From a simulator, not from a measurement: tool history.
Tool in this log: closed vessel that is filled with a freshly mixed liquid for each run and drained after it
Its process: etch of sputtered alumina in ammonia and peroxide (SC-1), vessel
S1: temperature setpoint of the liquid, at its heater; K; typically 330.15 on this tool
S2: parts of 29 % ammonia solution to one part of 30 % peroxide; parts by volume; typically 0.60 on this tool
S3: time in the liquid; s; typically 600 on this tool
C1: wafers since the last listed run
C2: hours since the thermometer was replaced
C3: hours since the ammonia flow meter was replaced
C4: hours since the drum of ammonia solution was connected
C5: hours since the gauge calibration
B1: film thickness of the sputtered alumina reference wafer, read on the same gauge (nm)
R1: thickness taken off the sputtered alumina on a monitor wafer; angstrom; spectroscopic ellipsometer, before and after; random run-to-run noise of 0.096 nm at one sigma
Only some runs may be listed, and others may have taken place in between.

Run 1, hour 0.0: usual settings but S1 325.65 K; C1 0; C2 205.3; C3 118.7; C4 742.2; C5 1909.8; B1 139.97. Result: R1 307.0 angstrom.
Run 2, hour 66.7: usual settings but S1 325.65 K; C1 4274; C2 272.0; C3 185.4; C4 808.9; C5 1976.5; B1 139.96. Result: R1 305.9 angstrom.
Run 3, hour 134.4: usual settings; C1 4338; C2 339.7; C3 253.1; C4 876.6; C5 2044.2; B1 139.97. Result: R1 387.2 angstrom.
Run 4, hour 261.8: usual settings; C1 8164; C2 467.1; C3 380.5; C4 1004.0; C5 2171.6; B1 139.97. Result: R1 389.0 angstrom.
At hour 277.2: new drum of ammonia solution connected.
Run 5, hour 297.3: usual settings but S3 855 s; C1 2211; C2 502.6; C3 416.0; C4 20.1; C5 2207.1; B1 139.99. Result: R1 555.9 angstrom.
At hour 343.2: gauge calibrated.
Run 6, hour 364.4: usual settings but S3 855 s; C1 4300; C2 569.7; C3 483.1; C4 87.2; C5 21.2; B1 140.02. Result: R1 557.1 angstrom.
Run 7, hour 403.9: usual settings but S3 855 s; C1 2531; C2 609.2; C3 522.6; C4 126.7; C5 60.7; B1 140.01. Result: R1 554.6 angstrom.
Run 8, hour 457.0: usual settings but S1 323.65 K, S2 0.85 parts by volume; C1 3403; C2 662.3; C3 575.7; C4 179.8; C5 113.8; B1 139.99. Result: R1 284.0 angstrom.
Run 9, hour 525.5: usual settings; C1 4390; C2 730.8; C3 644.2; C4 248.3; C5 182.3; B1 140.02. Result: R1 388.7 angstrom.
Run 10, hour 553.1: usual settings but S1 325.15 K, S2 0.90 parts by volume, S3 300 s; C1 1768; C2 758.4; C3 671.8; C4 275.9; C5 209.9; B1 139.98. Result: R1 154.4 angstrom.
Run 11, hour 620.4: usual settings but S1 326.65 K, S2 0.80 parts by volume, S3 420 s; C1 4313; C2 825.7; C3 739.1; C4 343.2; C5 277.2; B1 140.06. Result: R1 232.2 angstrom.
Run 12, hour 647.6: usual settings but S2 0.75 parts by volume, S3 445 s; C1 1743; C2 852.9; C3 766.3; C4 370.4; C5 304.4; B1 140.02. Result: R1 293.8 angstrom.
Run 13, hour 690.3: usual settings; C1 2736; C2 895.6; C3 809.0; C4 413.1; C5 347.1; B1 140.04. Result: R1 387.8 angstrom.
Run 14, hour 723.2: usual settings but S2 0.45 parts by volume, S3 355 s; C1 2108; C2 928.5; C3 841.9; C4 446.0; C5 380.0; B1 140.04. Result: R1 223.4 angstrom.
Run 15, hour 774.3: usual settings; C1 3274; C2 979.6; C3 893.0; C4 497.1; C5 431.1; B1 139.95. Result: R1 386.3 angstrom.
At hour 776.4: ammonia flow meter replaced.
Run 16, hour 808.2: usual settings but S2 0.50 parts by volume, S3 360 s; C1 2108; C2 1013.5; C3 31.8; C4 531.0; C5 465.0; B1 140.06. Result: R1 230.4 angstrom.
At hour 964.0: thermometer replaced.
Run 17, hour 995.6: usual settings but S2 0.50 parts by volume, S3 360 s; C1 11946; C2 31.6; C3 219.2; C4 718.4; C5 652.4; B1 140.02. Result: R1 228.8 angstrom.
Run 18, hour 1035.1: usual settings but S1 338.15 K, S2 0.45 parts by volume, S3 785 s; C1 2531; C2 71.1; C3 258.7; C4 757.9; C5 691.9; B1 140.00. Result: R1 746.3 angstrom.
Run 19, hour 1074.8: usual settings but S1 326.15 K, S2 0.50 parts by volume, S3 290 s; C1 2544; C2 110.8; C3 298.4; C4 797.6; C5 731.6; B1 139.94. Result: R1 148.6 angstrom.
Run 20, hour 1118.5: usual settings but S1 323.65 K; C1 2800; C2 154.5; C3 342.1; C4 841.3; C5 775.3; B1 140.03. Result: R1 273.5 angstrom.
Run 21, hour 1156.4: usual settings; C1 2428; C2 192.4; C3 380.0; C4 879.2; C5 813.2; B1 140.03. Result: R1 385.6 angstrom.
At hour 1172.9: new drum of ammonia solution connected.
Run 22, hour 1222.4: usual settings but S1 332.65 K; C1 4165; C2 258.4; C3 446.0; C4 49.5; C5 879.2; B1 139.94. Result: R1 445.2 angstrom.
Run 23, hour 1291.1: usual settings but S1 338.15 K, S2 0.45 parts by volume, S3 785 s; C1 4402; C2 327.1; C3 514.7; C4 118.2; C5 947.9; B1 139.97. Result: R1 745.1 angstrom.
Run 24, hour 1338.5: usual settings but S1 336.65 K; C1 3037; C2 374.5; C3 562.1; C4 165.6; C5 995.3; B1 140.03. Result: R1 547.4 angstrom.
Run 25, hour 1381.6: usual settings; C1 2762; C2 417.6; C3 605.2; C4 208.7; C5 1038.4; B1 140.03. Result: R1 391.1 angstrom.
Run 26, hour 1407.3: usual settings; C1 1647; C2 443.3; C3 630.9; C4 234.4; C5 1064.1; B1 140.02. Result: R1 391.8 angstrom.
Run 27, hour 1454.0: usual settings but S1 339.15 K, S2 0.45 parts by volume, S3 850 s; C1 2992; C2 490.0; C3 677.6; C4 281.1; C5 1110.8; B1 140.01. Result: R1 848.6 angstrom.
Run 28, hour 1524.6: usual settings but S1 333.65 K; C1 4524; C2 560.6; C3 748.2; C4 351.7; C5 1181.4; B1 140.04. Result: R1 467.5 angstrom.
Run 29, hour 1555.4: usual settings but S1 323.65 K, S2 0.45 parts by volume, S3 910 s; C1 1973; C2 591.4; C3 779.0; C4 382.5; C5 1212.2; B1 139.95. Result: R1 406.2 angstrom.

3 options for the next run, each taken on its own from the tool as it stands now. Forecast them:
Run A, hour 1556.2: usual settings but S2 0.75 parts by volume; C1 51; C2 592.2; C3 779.8; C4 383.3; C5 1213.0; B1 ?. Result: R1 ?.
Run B, hour 1556.2: usual settings but S1 336.15 K, S2 0.70 parts by volume, S3 720 s; C1 51; C2 592.2; C3 779.8; C4 383.3; C5 1213.0; B1 ?. Result: R1 ?.
Run C, hour 1556.2: usual settings but S1 337.65 K; C1 51; C2 592.2; C3 779.8; C4 383.3; C5 1213.0; B1 ?. Result: R1 ?.

run      B1     R1
  A  139.99  397.8
  B  139.99  645.4
  C  139.99  571.4
The same runs, with their run-to-run variation unchanged, on a tool lacking any hidden condition would have given:
run     R1
  A  404.0
  B  655.4
  C  580.3

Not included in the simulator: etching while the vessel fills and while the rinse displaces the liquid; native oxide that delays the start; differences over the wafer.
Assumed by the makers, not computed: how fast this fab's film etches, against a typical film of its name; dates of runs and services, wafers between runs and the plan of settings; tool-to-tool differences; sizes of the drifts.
